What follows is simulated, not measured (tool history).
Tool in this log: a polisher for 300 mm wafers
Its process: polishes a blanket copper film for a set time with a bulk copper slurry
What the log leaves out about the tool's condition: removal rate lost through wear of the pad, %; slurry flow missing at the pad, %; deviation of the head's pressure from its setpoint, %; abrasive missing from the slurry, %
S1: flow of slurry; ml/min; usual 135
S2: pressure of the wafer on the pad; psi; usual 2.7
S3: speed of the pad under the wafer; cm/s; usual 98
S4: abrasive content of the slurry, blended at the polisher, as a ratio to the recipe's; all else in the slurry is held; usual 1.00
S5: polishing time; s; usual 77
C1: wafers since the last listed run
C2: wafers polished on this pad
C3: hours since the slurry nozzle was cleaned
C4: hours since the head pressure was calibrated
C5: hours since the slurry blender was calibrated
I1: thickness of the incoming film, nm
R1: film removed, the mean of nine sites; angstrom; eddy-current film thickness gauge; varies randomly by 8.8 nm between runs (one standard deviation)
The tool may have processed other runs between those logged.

run	day	S1	S2	S3	S4	S5	C1	C2	C3	C4	C5	I1	R1
1	0.000	135	3.4	120	1.00	77	0	570	636.6	869.2	111.7	3551.0	7404
2	0.562	135	2.7	98	1.00	77	75	645	650.1	882.7	125.2	3587.4	5148
3	1.125	135	2.7	98	1.00	77	75	721	663.6	896.2	138.7	3576.2	5089
4	1.596	135	2.7	98	1.00	77	63	785	674.9	907.5	150.0	3514.5	5005
5	2.283	135	2.7	98	1.00	77	92	877	691.4	924.0	166.5	3589.7	4967
# day 2.454: slurry blender recalibrated
# day 2.608: worn pad replaced by a new one
6	2.742	135	2.7	98	1.00	77	29	18	702.4	935.0	6.9	3601.4	5984
7	3.075	135	2.7	98	1.00	77	44	62	710.4	943.0	14.9	3524.8	5942
8	3.667	135	2.7	98	1.00	77	79	142	724.6	957.2	29.1	3548.2	5682
9	3.933	135	2.7	98	1.00	77	35	178	731.0	963.6	35.5	3576.2	5694
10	4.525	135	2.7	98	1.00	77	79	258	745.2	977.8	49.7	3622.5	5579
11	4.908	135	2.7	98	1.00	77	51	309	754.4	987.0	58.9	3595.7	5503
12	5.204	135	2.7	98	1.00	77	39	349	761.5	994.1	66.0	3626.2	5509
13	6.275	135	2.7	98	1.00	77	144	493	787.2	1019.8	91.7	3575.7	5293
14	6.525	135	2.7	98	1.00	77	33	527	793.2	1025.8	97.7	3570.5	5195
# day 7.071: head pressure recalibrated
15	7.092	135	2.7	68	1.00	86	65	592	806.8	0.5	111.3	3643.1	4310
# day 7.283: slurry nozzle cleaned
16	7.500	155	2.7	98	0.70	77	49	641	5.2	10.3	121.1	3580.6	4905
17	8.158	135	2.7	98	1.00	77	88	730	21.0	26.1	136.9	3569.6	5158
18	8.458	135	3.3	98	0.90	77	40	770	28.2	33.3	144.1	3510.7	5905
19	8.892	135	2.7	98	1.00	77	58	828	38.6	43.7	154.5	3563.0	5036
# day 9.292: worn pad replaced by a new one
# day 9.388: slurry blender recalibrated
20	9.442	155	2.1	98	0.85	85	40	8	51.8	56.9	1.3	3549.9	5447
21	9.754	170	3.0	98	1.10	53	42	51	59.3	64.4	8.8	3581.0	4625
22	10.283	170	2.7	72	1.00	77	71	122	72.0	77.1	21.5	3603.4	4569
23	10.638	110	2.7	124	1.00	77	47	169	80.5	85.6	30.0	3597.8	6791
24	11.083	135	2.7	98	1.00	77	60	229	91.2	96.3	40.7	3627.4	5614
25	11.458	120	2.7	98	1.00	53	50	280	100.2	105.3	49.7	3581.5	3741
26	11.821	135	3.3	98	0.90	77	48	329	108.9	114.0	58.4	3593.0	6335
27	12.525	100	2.7	98	1.00	77	94	423	125.8	130.9	75.3	3563.5	5220

Had the tool no unlogged condition, and each run kept its random variation, what would the results have been?
run	R1
1	8825
2	6203
3	6194
4	6141
5	6162
6	6140
7	6222
8	6134
9	6221
10	6240
11	6236
12	6300
13	6224
14	6143
15	5156
16	5902
17	6291
18	7233
19	6216
20	5597
21	4842
22	4918
23	7429
24	6252
25	4222
26	7230
27	6075
